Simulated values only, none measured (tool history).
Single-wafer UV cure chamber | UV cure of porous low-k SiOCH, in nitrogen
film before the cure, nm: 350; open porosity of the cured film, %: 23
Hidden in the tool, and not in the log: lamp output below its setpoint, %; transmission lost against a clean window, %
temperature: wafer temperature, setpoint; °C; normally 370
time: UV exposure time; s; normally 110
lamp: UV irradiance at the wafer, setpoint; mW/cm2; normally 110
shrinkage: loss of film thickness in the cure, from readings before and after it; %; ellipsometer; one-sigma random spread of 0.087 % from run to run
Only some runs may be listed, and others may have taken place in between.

run	day	temperature	time	lamp	wafers since the last listed run	hours since the UV bulbs were replaced	wafers since the quartz window was cleaned	shrinkage
1	0	370	110	110	0	1038.8	739	9.912
2	0.838	370	110	110	112	1058.9	851	10.005
# day 1.471: quartz window cleaned
3	1.692	370	110	110	69	1079.4	29	9.791
4	2.817	370	110	110	150	1106.4	180	9.716
5	3.967	370	110	110	154	1134	334	9.979
6	4.521	370	110	110	74	1147.3	408	9.904
7	5.108	370	110	110	78	1161.4	487	9.957
# day 7.721: quartz window cleaned
8	8.229	370	110	110	373	1236.3	68	9.98
9	9.092	360	60	86	115	1257	183	5.864
10	10.971	370	110	131	251	1302.1	435	10.849
# day 11.775: UV bulbs replaced
11	11.875	386	170	133	76	2.4	511	13.583
12	12.712	360	140	121	112	22.5	623	11.416
# day 14.908: quartz window cleaned
13	16.825	379	95	137	506	121.2	256	10.489
14	18.133	385	140	121	175	152.6	432	11.842
15	18.638	370	110	110	67	164.7	499	9.89
16	19.792	370	70	142	154	192.4	654	8.901

What if the next run were any one of these 5? Each begins from the tool's condition after run 16:
A	19.812	370	110	110	2	192.9	656	?
B	19.812	389	170	132	2	192.9	656	?
C	19.812	370	160	86	2	192.9	656	?
D	19.812	370	50	81	2	192.9	656	?
E	19.812	390	75	120	2	192.9	656	?

run	shrinkage
A	9.895
B	13.42
C	10.529
D	5.048
E	8.86
Without the tool's unlogged condition, the same runs would have read:
run	shrinkage
A	9.895
B	13.42
C	10.529
D	5.048
E	8.86

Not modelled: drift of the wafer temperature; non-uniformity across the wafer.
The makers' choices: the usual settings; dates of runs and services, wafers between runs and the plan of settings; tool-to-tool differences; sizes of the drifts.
